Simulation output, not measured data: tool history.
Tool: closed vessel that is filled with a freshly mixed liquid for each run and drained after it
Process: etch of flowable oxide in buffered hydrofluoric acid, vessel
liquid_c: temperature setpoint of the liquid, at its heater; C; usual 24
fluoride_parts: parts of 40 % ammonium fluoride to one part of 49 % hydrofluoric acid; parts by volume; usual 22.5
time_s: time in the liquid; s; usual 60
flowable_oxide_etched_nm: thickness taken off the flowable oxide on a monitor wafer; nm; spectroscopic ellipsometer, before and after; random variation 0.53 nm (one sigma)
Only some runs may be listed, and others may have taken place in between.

run,hour,liquid_c,fluoride_parts,time_s,"read-back film thickness of the flowable oxide reference wafer, read on the same gauge (nm)",flowable_oxide_etched_nm
1,0,24,22.5,60,120.01,125.18
2,13.5,24,22.5,60,120.01,126.23
# hour 14.6: thermometer replaced
3,23.4,25,22.5,60,120.02,152.73
4,31.7,25,22.5,60,119.99,152.63
5,38,24,22.5,60,120.01,143.72
# hour 49.8: hydrofluoric acid flow meter replaced
6,53.1,24,22.5,60,120.03,143.67
7,68.1,24,25.5,60,119.98,132.16
8,82,24,25.5,60,119.98,131.94
9,90.2,26.5,22.5,35,119.99,96.08
10,105,24,22.5,60,119.99,143.82
11,113.9,24,22.5,75,120.03,178.39
12,130.9,24,22.5,60,119.99,143.55
13,142.9,24,22.5,60,120.02,142.81
14,154.6,19,15.5,80,119.99,201.55
15,162.1,24,22.5,60,120.01,142.96
16,176.8,25.5,25,45,119.98,107.98
17,190.6,20,22.5,60,119.99,114.89
18,201.3,28,14.5,45,120.01,197.55
19,215.5,28,27,90,119.99,235.84
20,222.8,24,22.5,80,120,189.52
21,240,24,25,40,119.98,88.51
# hour 241.4: gauge calibrated
22,256,24,22.5,60,120.01,142.27
23,271.5,28,27,90,120.03,233.11
24,288.6,20.5,22.5,60,119.97,117.26
25,318.2,24,22.5,60,120.01,141.7
26,325.6,24,22.5,90,119.99,214.33
27,336.8,24,19,80,120.01,215.11
28,348,24,30,60,119.99,115.75
29,361.4,24,28,90,120,181.66
30,371,24,22.5,60,119.99,142.36
31,380,22.5,18.5,60,120,151.98
32,394.4,24,22.5,60,120.05,141.89

Below are 5 alternative next runs, each starting from the tool's condition after run 32. Predict each:
A,395.1,24,22.5,45,?,?
B,395.1,22.5,17,75,?,?
C,395.1,24,18,60,?,?
D,395.1,21.5,25,60,?,?
E,395.1,24,22.5,85,?,?

run,"read-back film thickness of the flowable oxide reference wafer, read on the same gauge (nm)",flowable_oxide_etched_nm
A,120.02,106.45
B,120.02,207.91
C,120.02,170.77
D,120.02,114.9
E,120.02,201.06
The same runs, with their run-to-run variation unchanged, on a tool lacking any hidden condition would have given:
run,flowable_oxide_etched_nm
A,109.41
B,213.74
C,175.51
D,118.15
E,206.66

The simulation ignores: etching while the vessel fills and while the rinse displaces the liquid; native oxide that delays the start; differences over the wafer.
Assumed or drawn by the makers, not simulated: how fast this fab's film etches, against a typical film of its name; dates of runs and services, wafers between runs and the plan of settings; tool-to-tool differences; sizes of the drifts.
